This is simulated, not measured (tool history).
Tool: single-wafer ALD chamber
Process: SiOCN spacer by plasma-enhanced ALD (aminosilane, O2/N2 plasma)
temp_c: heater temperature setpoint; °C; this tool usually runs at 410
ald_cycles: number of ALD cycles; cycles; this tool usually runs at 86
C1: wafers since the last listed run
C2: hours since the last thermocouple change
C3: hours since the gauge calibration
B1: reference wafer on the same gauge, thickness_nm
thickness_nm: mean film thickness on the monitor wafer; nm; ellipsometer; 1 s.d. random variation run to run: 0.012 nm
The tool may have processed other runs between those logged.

Run 1, day 0: usual settings; C1 0; C2 839.2; C3 563.3; B1 4.258. Result: thickness_nm 4.825 nm.
Run 2, day 2.067: usual settings; C1 109; C2 888.8; C3 612.9; B1 4.26. Result: thickness_nm 4.84 nm.
Run 3, day 4.554: usual settings; C1 132; C2 948.5; C3 672.6; B1 4.258. Result: thickness_nm 4.84 nm.
Run 4, day 7.3: usual settings but ald_cycles 75 cycles; C1 146; C2 1014.4; C3 738.5; B1 4.257. Result: thickness_nm 4.231 nm.
Run 5, day 9.783: usual settings but temp_c 413 °C, ald_cycles 78 cycles; C1 132; C2 1074; C3 798.1; B1 4.261. Result: thickness_nm 4.349 nm.
Run 6, day 10.988: usual settings but temp_c 413 °C, ald_cycles 78 cycles; C1 64; C2 1102.9; C3 827; B1 4.261. Result: thickness_nm 4.344 nm.
Run 7, day 13.35: usual settings but temp_c 413 °C, ald_cycles 78 cycles; C1 125; C2 1159.6; C3 883.7; B1 4.261. Result: thickness_nm 4.341 nm.
At day 15.146: gauge calibrated.
Run 8, day 16.012: usual settings; C1 141; C2 1223.5; C3 20.8; B1 4.262. Result: thickness_nm 4.84 nm.
Run 9, day 17.662: usual settings; C1 87; C2 1263.1; C3 60.4; B1 4.259. Result: thickness_nm 4.833 nm.
Run 10, day 19.992: usual settings but temp_c 424 °C, ald_cycles 75 cycles; C1 123; C2 1319; C3 116.3; B1 4.261. Result: thickness_nm 4.06 nm.
Run 11, day 22.017: usual settings but ald_cycles 80 cycles; C1 107; C2 1367.6; C3 164.9; B1 4.26. Result: thickness_nm 4.505 nm.
Run 12, day 24.396: usual settings but temp_c 423 °C; C1 126; C2 1424.7; C3 222; B1 4.26. Result: thickness_nm 4.671 nm.
At day 24.846: thermocouple changed; heater temperature recalibrated.
At day 29.642: thermocouple changed; heater temperature recalibrated, repeated, since the last time left the tool worse.
Run 13, day 32.492: usual settings but ald_cycles 95 cycles; C1 395; C2 68.4; C3 416.3; B1 4.26. Result: thickness_nm 5.388 nm.
Run 14, day 35.25: usual settings but temp_c 396 °C, ald_cycles 70 cycles; C1 146; C2 134.6; C3 482.5; B1 4.261. Result: thickness_nm 4.107 nm.
Run 15, day 37.838: usual settings but temp_c 420 °C, ald_cycles 94 cycles; C1 137; C2 196.7; C3 544.6; B1 4.262. Result: thickness_nm 5.146 nm.
Run 16, day 39.262: usual settings; C1 75; C2 230.9; C3 578.8; B1 4.26. Result: thickness_nm 4.861 nm.

Below are 5 alternative next runs, each starting from the tool's condition after run 16. Predict each:
Run A, day 39.288: usual settings; C1 1; C2 231.5; C3 579.4; B1 ?. Result: thickness_nm ?.
Run B, day 39.288: usual settings but temp_c 424 °C, ald_cycles 93 cycles; C1 1; C2 231.5; C3 579.4; B1 ?. Result: thickness_nm ?.
Run C, day 39.288: usual settings but temp_c 405 °C, ald_cycles 73 cycles; C1 1; C2 231.5; C3 579.4; B1 ?. Result: thickness_nm ?.
Run D, day 39.288: usual settings but ald_cycles 91 cycles; C1 1; C2 231.5; C3 579.4; B1 ?. Result: thickness_nm ?.
Run E, day 39.288: usual settings but temp_c 397 °C; C1 1; C2 231.5; C3 579.4; B1 ?. Result: thickness_nm ?.

run     B1  thickness_nm
  A  4.259         4.847
  B  4.259         5.041
  C  4.259         4.171
  D  4.259         5.129
  E  4.259         5.019
The same runs, with their run-to-run variation unchanged, on a tool lacking any hidden condition would have given:
run  thickness_nm
  A         4.873
  B         5.068
  C         4.192
  D         5.156
  E         5.023
